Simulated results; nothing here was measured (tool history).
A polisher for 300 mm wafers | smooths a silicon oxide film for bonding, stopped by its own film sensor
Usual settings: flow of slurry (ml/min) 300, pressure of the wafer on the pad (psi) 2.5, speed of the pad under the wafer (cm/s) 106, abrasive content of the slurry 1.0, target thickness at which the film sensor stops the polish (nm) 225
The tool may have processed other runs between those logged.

| run | hour | flow of slurry (ml/min) | pressure of the wafer on the pad (psi) | speed of the pad under the wafer (cm/s) | abrasive content of the slurry | target thickness at which the film sensor stops the polish (nm) | incoming thickness of the incoming film, nm | time until the film sensor stopped the polish (s) |
|---|---|---|---|---|---|---|---|---|
| 1 | 0.0 | 300 | 2.5 | 106 | 1.0 | 225 | 267.1 | 43.2 |
| 2 | 17.6 | 300 | 2.5 | 106 | 1.0 | 225 | 268.6 | 46.0 |
| 3 | 29.4 | 300 | 2.5 | 106 | 1.0 | 225 | 269.3 | 46.3 |
| 4 | 41.4 | 300 | 2.2 | 106 | 1.0 | 225 | 270.7 | 55.7 |
| 5 | 47.6 | 300 | 2.2 | 106 | 1.0 | 225 | 267.7 | 52.5 |
|  | 58.9 | worn pad replaced by a new one |
| 6 | 65.2 | 300 | 2.2 | 106 | 1.0 | 225 | 273.2 | 59.3 |
| 7 | 71.6 | 380 | 2.5 | 122 | 1.0 | 225 | 273.5 | 46.3 |
| 8 | 88.1 | 380 | 2.5 | 122 | 1.0 | 225 | 272.9 | 46.9 |
|  | 90.1 | slurry nozzle cleaned |
| 9 | 102.0 | 300 | 2.5 | 106 | 1.0 | 225 | 272.6 | 50.0 |
| 10 | 111.5 | 300 | 2.5 | 130 | 1.0 | 225 | 269.9 | 41.1 |
|  | 115.7 | head pressure recalibrated |
| 11 | 119.0 | 300 | 2.5 | 106 | 1.0 | 233 | 266.0 | 35.2 |
| 12 | 125.5 | 300 | 2.5 | 106 | 1.0 | 233 | 270.1 | 39.5 |
| 13 | 137.4 | 220 | 1.7 | 106 | 1.0 | 225 | 266.3 | 67.2 |
|  | 144.7 | worn pad replaced by a new one |
| 14 | 151.2 | 300 | 2.5 | 82 | 1.0 | 225 | 273.6 | 60.0 |
| 15 | 163.5 | 300 | 2.5 | 106 | 1.0 | 225 | 268.1 | 47.5 |
|  | 171.7 | slurry blender recalibrated |
| 16 | 172.2 | 300 | 2.5 | 88 | 0.8 | 225 | 266.1 | 48.4 |
| 17 | 187.0 | 360 | 2.5 | 106 | 1.0 | 225 | 266.8 | 40.6 |

Run 18 comes next. What will it give?
| 18 | 194.3 | 300 | 3.0 | 106 | 1.0 | 225 | 268.3 | ? |

time until the film sensor stopped the polish (s): 35.6
Minus the tool's unlogged condition, the same run would have read time until the film sensor stopped the polish (s) 34.6.
